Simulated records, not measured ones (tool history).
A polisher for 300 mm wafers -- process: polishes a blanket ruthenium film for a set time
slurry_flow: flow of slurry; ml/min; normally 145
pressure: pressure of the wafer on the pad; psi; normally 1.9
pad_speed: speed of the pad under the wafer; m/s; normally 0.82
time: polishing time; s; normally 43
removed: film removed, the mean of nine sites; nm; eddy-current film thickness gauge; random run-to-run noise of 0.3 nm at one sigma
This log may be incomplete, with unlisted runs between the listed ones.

| run | hour | slurry_flow | pressure | pad_speed | time | wafers since the last listed run | wafers polished on this pad | hours since the slurry nozzle was cleaned | hours since the head pressure was calibrated | incoming thickness of the incoming film, nm | removed |
|---|---|---|---|---|---|---|---|---|---|---|---|
| 1 | 0.0 | 145 | 1.9 | 0.82 | 43 | 0 | 1432 | 16.9 | 436.3 | 293.9 | 41.0 |
| 2 | 31.0 | 145 | 1.9 | 0.82 | 43 | 302 | 1735 | 47.9 | 467.3 | 298.9 | 40.8 |
| 3 | 58.6 | 145 | 1.9 | 0.82 | 43 | 269 | 2004 | 75.5 | 494.9 | 302.6 | 40.5 |
|  | 75.3 | worn pad replaced by a new one |
| 4 | 90.4 | 145 | 1.9 | 1.00 | 43 | 271 | 147 | 107.3 | 526.7 | 296.0 | 52.3 |
| 5 | 124.3 | 120 | 1.4 | 0.82 | 43 | 331 | 478 | 141.2 | 560.6 | 296.7 | 32.3 |
| 6 | 137.1 | 120 | 1.4 | 0.82 | 43 | 125 | 603 | 154.0 | 573.4 | 304.9 | 32.5 |
| 7 | 156.4 | 120 | 1.4 | 0.82 | 43 | 188 | 792 | 173.3 | 592.7 | 303.1 | 32.2 |
| 8 | 182.9 | 145 | 1.9 | 0.82 | 47 | 258 | 1050 | 199.8 | 619.2 | 297.0 | 45.3 |
| 9 | 208.9 | 180 | 1.9 | 0.82 | 43 | 253 | 1304 | 225.8 | 645.2 | 297.8 | 42.5 |
| 10 | 239.9 | 180 | 1.9 | 0.82 | 43 | 302 | 1607 | 256.8 | 676.2 | 301.0 | 42.0 |
|  | 253.7 | worn pad replaced by a new one |
| 11 | 269.1 | 115 | 1.9 | 0.82 | 43 | 246 | 150 | 286.0 | 705.4 | 297.0 | 40.7 |
| 12 | 296.8 | 145 | 1.9 | 0.82 | 43 | 270 | 421 | 313.7 | 733.1 | 306.0 | 42.2 |
| 13 | 331.6 | 145 | 1.9 | 0.82 | 43 | 339 | 761 | 348.5 | 767.9 | 304.4 | 41.6 |
| 14 | 347.6 | 145 | 1.9 | 0.82 | 43 | 156 | 917 | 364.5 | 783.9 | 301.4 | 41.6 |
| 15 | 360.1 | 145 | 1.9 | 0.82 | 43 | 122 | 1039 | 377.0 | 796.4 | 299.9 | 41.1 |
| 16 | 390.5 | 145 | 1.9 | 0.82 | 43 | 296 | 1336 | 407.4 | 826.8 | 300.3 | 40.6 |
| 17 | 421.4 | 180 | 1.9 | 0.82 | 38 | 301 | 1638 | 438.3 | 857.7 | 298.0 | 37.5 |
|  | 439.6 | worn pad replaced by a new one |
| 18 | 440.1 | 120 | 1.4 | 0.82 | 43 | 143 | 4 | 457.0 | 876.4 | 305.1 | 33.4 |
|  | 463.4 | head pressure recalibrated |
| 19 | 466.5 | 145 | 1.9 | 0.82 | 43 | 238 | 242 | 483.4 | 3.1 | 299.0 | 41.4 |
| 20 | 481.4 | 175 | 1.9 | 0.56 | 43 | 145 | 388 | 498.3 | 18.0 | 296.1 | 29.1 |
| 21 | 497.8 | 145 | 1.5 | 0.82 | 57 | 160 | 548 | 514.7 | 34.4 | 303.4 | 45.8 |
| 22 | 529.4 | 145 | 1.9 | 0.82 | 43 | 308 | 857 | 546.3 | 66.0 | 305.0 | 40.9 |
| 23 | 570.8 | 145 | 2.4 | 0.82 | 43 | 404 | 1261 | 587.7 | 107.4 | 300.5 | 47.9 |
| 24 | 594.4 | 175 | 1.6 | 0.72 | 56 | 230 | 1491 | 611.3 | 131.0 | 298.0 | 42.1 |
| 25 | 622.3 | 175 | 2.2 | 0.60 | 32 | 272 | 1764 | 639.2 | 158.9 | 297.3 | 24.7 |
|  | 667.6 | worn pad replaced by a new one |
| 26 | 676.6 | 145 | 1.9 | 0.82 | 43 | 491 | 87 | 693.5 | 213.2 | 303.5 | 43.5 |
|  | 701.2 | slurry nozzle cleaned |
| 27 | 706.1 | 145 | 2.4 | 0.82 | 43 | 278 | 365 | 4.9 | 242.7 | 305.0 | 50.6 |
| 28 | 741.1 | 145 | 2.6 | 0.82 | 43 | 341 | 707 | 39.9 | 277.7 | 300.7 | 52.3 |
| 29 | 767.6 | 145 | 2.5 | 0.82 | 50 | 258 | 966 | 66.4 | 304.2 | 294.9 | 59.1 |
| 30 | 801.8 | 105 | 1.9 | 0.82 | 33 | 333 | 1300 | 100.6 | 338.4 | 299.2 | 28.9 |
| 31 | 821.2 | 145 | 1.9 | 0.82 | 33 | 189 | 1489 | 120.0 | 357.8 | 299.8 | 30.7 |
| 32 | 844.2 | 145 | 1.9 | 0.82 | 49 | 224 | 1714 | 143.0 | 380.8 | 300.4 | 46.4 |
|  | 849.1 | worn pad replaced by a new one |
| 33 | 877.1 | 145 | 1.9 | 0.82 | 43 | 282 | 273 | 175.9 | 413.7 | 303.8 | 42.7 |
| 34 | 893.7 | 145 | 1.3 | 0.82 | 43 | 162 | 435 | 192.5 | 430.3 | 294.2 | 32.0 |
| 35 | 926.7 | 100 | 2.2 | 0.98 | 31 | 322 | 757 | 225.5 | 463.3 | 303.9 | 35.8 |
| 36 | 954.9 | 145 | 1.9 | 0.82 | 43 | 275 | 1032 | 253.7 | 491.5 | 298.1 | 41.3 |

Branching from run 36: 5 alternative next runs. What would each branch give?
| A | 955.3 | 145 | 1.9 | 1.04 | 43 | 3 | 1036 | 254.1 | 491.9 | 296.5 | ? |
| B | 955.3 | 175 | 1.9 | 0.74 | 55 | 3 | 1036 | 254.1 | 491.9 | 296.5 | ? |
| C | 955.3 | 145 | 1.9 | 0.74 | 55 | 3 | 1036 | 254.1 | 491.9 | 296.5 | ? |
| D | 955.3 | 145 | 1.9 | 0.94 | 39 | 3 | 1036 | 254.1 | 491.9 | 296.5 | ? |
| E | 955.3 | 145 | 1.7 | 0.68 | 48 | 3 | 1036 | 254.1 | 491.9 | 296.5 | ? |

| run | removed |
|---|---|
| A | 51.7 |
| B | 48.6 |
| C | 47.0 |
| D | 42.3 |
| E | 34.8 |
Take away the tool's hidden state, keep each run's random variation, and the runs would have read:
| run | removed |
|---|---|
| A | 55.5 |
| B | 52.2 |
| C | 50.5 |
| D | 45.5 |
| E | 37.4 |

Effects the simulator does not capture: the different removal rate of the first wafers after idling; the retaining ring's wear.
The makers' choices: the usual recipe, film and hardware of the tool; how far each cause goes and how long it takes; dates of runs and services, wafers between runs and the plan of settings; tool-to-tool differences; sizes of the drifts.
